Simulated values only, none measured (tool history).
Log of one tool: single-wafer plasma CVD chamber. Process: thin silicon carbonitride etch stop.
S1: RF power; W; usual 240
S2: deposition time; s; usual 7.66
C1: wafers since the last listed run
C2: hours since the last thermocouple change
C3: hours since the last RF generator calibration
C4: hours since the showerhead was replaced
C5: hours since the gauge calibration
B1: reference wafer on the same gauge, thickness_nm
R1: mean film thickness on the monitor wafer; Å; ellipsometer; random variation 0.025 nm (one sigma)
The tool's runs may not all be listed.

run     day   S1    S2    C1      C2      C3      C4     C5     B1     R1
  1   0.000  240  6.61     0  2328.2  2019.7  4961.9  194.8  5.296  40.07
  2   0.958  215  7.66   977  2351.2  2042.7  4984.9  217.8  5.289  45.09
  3   1.729  215  7.66   786  2369.7  2061.2  5003.4  236.3  5.288  45.53
  4   3.092  240  7.66  1389  2402.4  2093.9  5036.1  269.0  5.286  46.59
  5   4.150  265  7.66  1079  2427.8  2119.3  5061.5  294.4  5.292  47.55
  6   5.492  265  7.66  1368  2460.0  2151.5  5093.7  326.6  5.293  48.29
  7   6.504  265  7.66  1032  2484.3  2175.8  5118.0  350.9  5.288  47.88
  8   7.108  240  7.66   616  2498.8  2190.3  5132.5  365.4  5.291  46.88
  9   7.783  240  7.66   688  2515.0  2206.5  5148.7  381.6  5.293  46.53
      8.338  -- gauge calibrated
 10   8.942  240  7.66  1181  2542.8  2234.3  5176.5   14.5  5.293  46.36
 11   9.842  270  6.76   918  2564.4  2255.9  5198.1   36.1  5.289  42.95
 12  10.500  270  6.76   671  2580.2  2271.7  5213.9   51.9  5.296  42.39
 13  11.383  240  8.97   901  2601.4  2292.9  5235.1   73.1  5.285  54.23
 14  12.854  270  6.76  1500  2636.7  2328.2  5270.4  108.4  5.287  42.69
 15  13.733  240  7.66   896  2657.8  2349.3  5291.5  129.5  5.292  46.58
 16  14.796  260  8.55  1083  2683.3  2374.8  5317.0  155.0  5.291  53.58
     15.496  -- RF generator calibrated
 17  15.604  290  7.23   484  2702.7     2.6  5336.4  174.4  5.289  46.41
     16.008  -- showerhead replaced
     16.292  -- thermocouple changed; heater temperature recalibrated
 18  16.692  240  8.95   479     9.6    28.7    16.4  200.5  5.297  54.52
 19  17.429  200  8.16   752    27.3    46.4    34.1  218.2  5.289  46.81
 20  18.367  225  6.15   956    49.8    68.9    56.6  240.7  5.295  36.68
 21  19.717  195  7.66  1377    82.2   101.3    89.0  273.1  5.288  44.04
 22  20.862  270  6.79  1168   109.7   128.8   116.5  300.6  5.286  42.48
 23  21.742  225  7.66   896   130.8   149.9   137.6  321.7  5.287  45.20
 24  23.179  260  8.11  1466   165.3   184.4   172.1  356.2  5.285  50.00
 25  23.771  275  8.44   603   179.5   198.6   186.3  370.4  5.282  53.68

How the hidden state differs across the entries between the runs, from the last listed run before each to the first after it:
Between runs 9 and 10: gauge calibrated (day 8.338)
  no hidden state differs between the two runs
Between runs 16 and 17: RF generator calibrated (day 15.496)
  no hidden state differs between the two runs
Between runs 17 and 18: showerhead replaced (day 16.008); thermocouple changed; heater temperature recalibrated (day 16.292)
  no hidden state differs between the two runs

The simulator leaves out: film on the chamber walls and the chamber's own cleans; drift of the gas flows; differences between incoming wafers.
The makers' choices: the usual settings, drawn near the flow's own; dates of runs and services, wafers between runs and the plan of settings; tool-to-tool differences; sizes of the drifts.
